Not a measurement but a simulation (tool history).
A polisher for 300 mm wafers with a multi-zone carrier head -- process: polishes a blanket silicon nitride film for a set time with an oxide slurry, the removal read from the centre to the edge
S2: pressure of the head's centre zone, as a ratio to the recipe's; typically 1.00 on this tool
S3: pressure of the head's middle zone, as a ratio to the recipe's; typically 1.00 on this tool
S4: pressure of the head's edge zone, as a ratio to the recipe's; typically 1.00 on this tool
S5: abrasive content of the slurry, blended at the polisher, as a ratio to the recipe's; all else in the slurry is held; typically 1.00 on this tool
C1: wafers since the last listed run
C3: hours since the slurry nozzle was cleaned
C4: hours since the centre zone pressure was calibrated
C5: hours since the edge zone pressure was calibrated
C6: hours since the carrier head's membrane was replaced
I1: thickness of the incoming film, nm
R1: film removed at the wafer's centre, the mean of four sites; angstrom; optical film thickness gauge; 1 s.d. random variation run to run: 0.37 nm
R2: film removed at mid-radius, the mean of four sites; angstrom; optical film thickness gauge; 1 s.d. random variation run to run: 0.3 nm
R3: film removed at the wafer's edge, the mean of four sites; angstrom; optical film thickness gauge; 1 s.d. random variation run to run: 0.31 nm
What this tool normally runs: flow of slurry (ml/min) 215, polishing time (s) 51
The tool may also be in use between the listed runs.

Run 1, hour 0.0: usual settings; C1 0; wafers polished on this pad 458; C3 38.0; C4 37.9; C5 285.5; C6 1488.7; I1 547.5. Result: R1 247 angstrom, R2 237 angstrom, R3 244 angstrom.
Run 2, hour 25.8: usual settings; C1 319; wafers polished on this pad 778; C3 63.8; C4 63.7; C5 311.3; C6 1514.5; I1 551.8. Result: R1 253 angstrom, R2 238 angstrom, R3 241 angstrom.
Run 3, hour 72.9: usual settings; C1 582; wafers polished on this pad 1361; C3 110.9; C4 110.8; C5 358.4; C6 1561.6; I1 543.6. Result: R1 262 angstrom, R2 242 angstrom, R3 243 angstrom.
At hour 86.4: worn pad replaced by a new one.
At hour 99.2: edge zone pressure recalibrated.
Run 4, hour 127.5: usual settings but polishing time (s) 60; C1 601; wafers polished on this pad 483; C3 165.5; C4 165.4; C5 28.3; C6 1616.2; I1 530.5. Result: R1 310 angstrom, R2 286 angstrom, R3 283 angstrom.
Run 5, hour 177.0: usual settings but polishing time (s) 60; C1 612; wafers polished on this pad 1096; C3 215.0; C4 214.9; C5 77.8; C6 1665.7; I1 535.1. Result: R1 303 angstrom, R2 287 angstrom, R3 283 angstrom.
Run 6, hour 219.0: usual settings; C1 519; wafers polished on this pad 1615; C3 257.0; C4 256.9; C5 119.8; C6 1707.7; I1 541.3. Result: R1 255 angstrom, R2 245 angstrom, R3 245 angstrom.
At hour 240.0: worn pad replaced by a new one.
Run 7, hour 279.5: usual settings; C1 699; wafers polished on this pad 488; C3 317.5; C4 317.4; C5 180.3; C6 1768.2; I1 539.2. Result: R1 270 angstrom, R2 243 angstrom, R3 248 angstrom.
At hour 284.4: centre zone pressure recalibrated.
Run 8, hour 330.2: usual settings; C1 602; wafers polished on this pad 1091; C3 368.2; C4 45.8; C5 231.0; C6 1818.9; I1 540.2. Result: R1 242 angstrom, R2 244 angstrom, R3 247 angstrom.
At hour 337.9: slurry nozzle cleaned.
Run 9, hour 361.8: usual settings but S3 0.89, polishing time (s) 56; C1 378; wafers polished on this pad 1469; C3 23.9; C4 77.4; C5 262.6; C6 1850.5; I1 545.5. Result: R1 276 angstrom, R2 250 angstrom, R3 272 angstrom.
At hour 381.4: worn pad replaced by a new one.
Run 10, hour 423.1: usual settings but flow of slurry (ml/min) 260, S2 0.93, S4 0.95, S5 1.10; C1 709; wafers polished on this pad 515; C3 85.2; C4 138.7; C5 323.9; C6 1911.8; I1 537.3. Result: R1 262 angstrom, R2 264 angstrom, R3 257 angstrom.
At hour 428.9: edge zone pressure recalibrated.
At hour 439.9: carrier head's membrane replaced by a new one.
Run 11, hour 477.7: usual settings but flow of slurry (ml/min) 150, S3 0.97; C1 589; wafers polished on this pad 1104; C3 139.8; C4 193.3; C5 48.8; C6 37.8; I1 541.8. Result: R1 241 angstrom, R2 225 angstrom, R3 230 angstrom.
At hour 529.2: worn pad replaced by a new one.
Run 12, hour 529.7: usual settings but flow of slurry (ml/min) 155, S2 0.88, S5 0.80, polishing time (s) 42; C1 593; wafers polished on this pad 6; C3 191.8; C4 245.3; C5 100.8; C6 89.8; I1 543.4. Result: R1 158 angstrom, R2 168 angstrom, R3 164 angstrom.
Run 13, hour 575.9: usual settings; C1 571; wafers polished on this pad 577; C3 238.0; C4 291.5; C5 147.0; C6 136.0; I1 544.6. Result: R1 264 angstrom, R2 244 angstrom, R3 244 angstrom.
At hour 589.0: centre zone pressure recalibrated.
Run 14, hour 604.5: usual settings but flow of slurry (ml/min) 155; C1 329; wafers polished on this pad 906; C3 266.6; C4 15.5; C5 175.6; C6 164.6; I1 533.9. Result: R1 229 angstrom, R2 231 angstrom, R3 233 angstrom.
At hour 673.8: worn pad replaced by a new one.
Run 15, hour 674.3: usual settings but S3 0.88, S4 0.89; C1 814; wafers polished on this pad 5; C3 336.4; C4 85.3; C5 245.4; C6 234.4; I1 541.9. Result: R1 250 angstrom, R2 226 angstrom, R3 235 angstrom.

4 options for the next run, each taken on its own from the tool as it stands now. Forecast them:
Run A, hour 674.7: usual settings but S5 1.20; C1 4; wafers polished on this pad 10; C3 336.8; C4 85.7; C5 245.8; C6 234.8; I1 549.2. Result: R1 ?, R2 ?, R3 ?.
Run B, hour 674.7: usual settings but S2 1.05, S5 1.25; C1 4; wafers polished on this pad 10; C3 336.8; C4 85.7; C5 245.8; C6 234.8; I1 549.2. Result: R1 ?, R2 ?, R3 ?.
Run C, hour 674.7: usual settings but S5 1.10; C1 4; wafers polished on this pad 10; C3 336.8; C4 85.7; C5 245.8; C6 234.8; I1 549.2. Result: R1 ?, R2 ?, R3 ?.
Run D, hour 674.7: usual settings but flow of slurry (ml/min) 160, polishing time (s) 56; C1 4; wafers polished on this pad 10; C3 336.8; C4 85.7; C5 245.8; C6 234.8; I1 549.2. Result: R1 ?, R2 ?, R3 ?.

run   R1   R2   R3
  A  279  273  269
  B  295  279  275
  C  267  262  258
  D  264  260  260
Without the tool's unlogged condition, the same runs would have read:
run   R1   R2   R3
  A  274  273  269
  B  291  279  275
  C  263  262  258
  D  259  260  260

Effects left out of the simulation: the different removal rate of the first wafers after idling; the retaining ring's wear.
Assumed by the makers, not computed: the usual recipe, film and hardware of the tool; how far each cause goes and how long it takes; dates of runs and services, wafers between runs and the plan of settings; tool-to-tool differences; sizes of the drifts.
